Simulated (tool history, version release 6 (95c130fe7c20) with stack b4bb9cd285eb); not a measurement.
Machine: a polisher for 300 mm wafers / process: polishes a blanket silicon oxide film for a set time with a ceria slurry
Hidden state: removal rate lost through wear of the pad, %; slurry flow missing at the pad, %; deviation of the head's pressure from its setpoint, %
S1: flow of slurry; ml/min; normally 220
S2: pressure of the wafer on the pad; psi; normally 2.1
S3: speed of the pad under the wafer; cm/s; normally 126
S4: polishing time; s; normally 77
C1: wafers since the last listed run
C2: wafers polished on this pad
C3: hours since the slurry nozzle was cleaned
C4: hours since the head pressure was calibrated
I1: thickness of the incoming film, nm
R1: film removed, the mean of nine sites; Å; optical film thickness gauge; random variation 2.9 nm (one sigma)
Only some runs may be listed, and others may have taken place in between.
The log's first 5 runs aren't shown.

-- day=4.683 worn pad replaced by a new one
run 6 day=4.712 | S1=220 S2=2.1 S3=126 S4=77 | C1=163 C2=4 C3=388.8 C4=96.5 | I1=916.7 | R1=3128
run 7 day=6.071 | S1=220 S2=2.1 S3=126 S4=77 | C1=213 C2=218 C3=421.4 C4=129.1 | I1=933.3 | R1=3143
run 8 day=7.121 | S1=220 S2=2.1 S3=126 S4=77 | C1=165 C2=383 C3=446.6 C4=154.3 | I1=919.4 | R1=3123
run 9 day=8.429 | S1=220 S2=2.6 S3=126 S4=68 | C1=205 C2=588 C3=478.0 C4=185.7 | I1=942.6 | R1=3378
run 10 day=9.142 | S1=220 S2=2.5 S3=126 S4=77 | C1=112 C2=701 C3=495.1 C4=202.8 | I1=921.0 | R1=3686
-- day=10.708 worn pad replaced by a new one
run 11 day=11.317 | S1=220 S2=2.5 S3=126 S4=77 | C1=315 C2=95 C3=547.3 C4=255.0 | I1=924.9 | R1=3780
run 12 day=12.629 | S1=220 S2=2.5 S3=126 S4=77 | C1=206 C2=301 C3=578.8 C4=286.5 | I1=939.5 | R1=3670
run 13 day=13.662 | S1=220 S2=1.5 S3=126 S4=77 | C1=162 C2=464 C3=603.6 C4=311.3 | I1=937.4 | R1=2257
-- day=14.233 slurry nozzle cleaned
run 14 day=14.667 | S1=220 S2=1.5 S3=126 S4=77 | C1=151 C2=615 C3=10.4 C4=335.4 | I1=922.8 | R1=2202
run 15 day=16.054 | S1=220 S2=1.5 S3=126 S4=77 | C1=218 C2=833 C3=43.7 C4=368.7 | I1=933.9 | R1=2234
run 16 day=17.104 | S1=260 S2=2.1 S3=150 S4=77 | C1=165 C2=999 C3=68.9 C4=393.9 | I1=936.8 | R1=3833
-- day=18.375 worn pad replaced by a new one
run 17 day=18.396 | S1=220 S2=2.1 S3=92 S4=98 | C1=176 C2=3 C3=99.9 C4=424.9 | I1=927.8 | R1=2865
run 18 day=19.425 | S1=220 S2=2.1 S3=126 S4=77 | C1=161 C2=165 C3=124.6 C4=449.6 | I1=928.8 | R1=3148
run 19 day=20.846 | S1=220 S2=2.1 S3=146 S4=84 | C1=223 C2=388 C3=158.7 C4=483.7 | I1=925.0 | R1=3939
run 20 day=22.062 | S1=220 S2=2.1 S3=126 S4=77 | C1=191 C2=579 C3=187.9 C4=512.9 | I1=941.9 | R1=3108
run 21 day=22.858 | S1=220 S2=2.3 S3=138 S4=102 | C1=125 C2=705 C3=207.0 C4=532.0 | I1=918.7 | R1=5022
-- day=23.825 head pressure recalibrated
run 22 day=24.058 | S1=295 S2=2.1 S3=88 S4=95 | C1=175 C2=880 C3=235.8 C4=5.6 | I1=923.7 | R1=2742
run 23 day=24.942 | S1=220 S2=2.1 S3=84 S4=54 | C1=138 C2=1019 C3=257.0 C4=26.8 | I1=923.9 | R1=1447
run 24 day=25.950 | S1=220 S2=2.1 S3=126 S4=96 | C1=158 C2=1178 C3=281.2 C4=51.0 | I1=927.5 | R1=3890
-- day=26.208 worn pad replaced by a new one
run 25 day=27.275 | S1=220 S2=2.1 S3=126 S4=77 | C1=182 C2=167 C3=313.0 C4=82.8 | I1=928.4 | R1=3179
run 26 day=28.679 | S1=275 S2=2.7 S3=156 S4=77 | C1=220 C2=388 C3=346.7 C4=116.5 | I1=932.1 | R1=4986
run 27 day=30.038 | S1=220 S2=2.8 S3=126 S4=77 | C1=213 C2=601 C3=379.3 C4=149.1 | I1=929.5 | R1=4101
run 28 day=31.375 | S1=220 S2=2.1 S3=88 S4=87 | C1=210 C2=812 C3=411.4 C4=181.2 | I1=932.5 | R1=2526
run 29 day=32.042 | S1=220 S2=2.1 S3=126 S4=77 | C1=104 C2=917 C3=427.4 C4=197.2 | I1=920.6 | R1=3093
run 30 day=33.367 | S1=220 S2=2.1 S3=126 S4=77 | C1=208 C2=1125 C3=459.2 C4=229.0 | I1=924.0 | R1=3132

Below are 3 alternative next runs, each starting from the tool's condition after run 30. Predict each:
run A day=33.383 | S1=220 S2=2.1 S3=104 S4=77 | C1=2 C2=1127 C3=459.6 C4=229.4 | I1=918.0 | R1=?
run B day=33.383 | S1=270 S2=1.4 S3=126 S4=77 | C1=2 C2=1127 C3=459.6 C4=229.4 | I1=918.0 | R1=?
run C day=33.383 | S1=195 S2=2.6 S3=126 S4=77 | C1=2 C2=1127 C3=459.6 C4=229.4 | I1=918.0 | R1=?

run=A R1=2598
run=B R1=2135
run=C R1=3854
Without the tool's unlogged condition, the same runs would have read:
run=A R1=2598
run=B R1=2135
run=C R1=3854
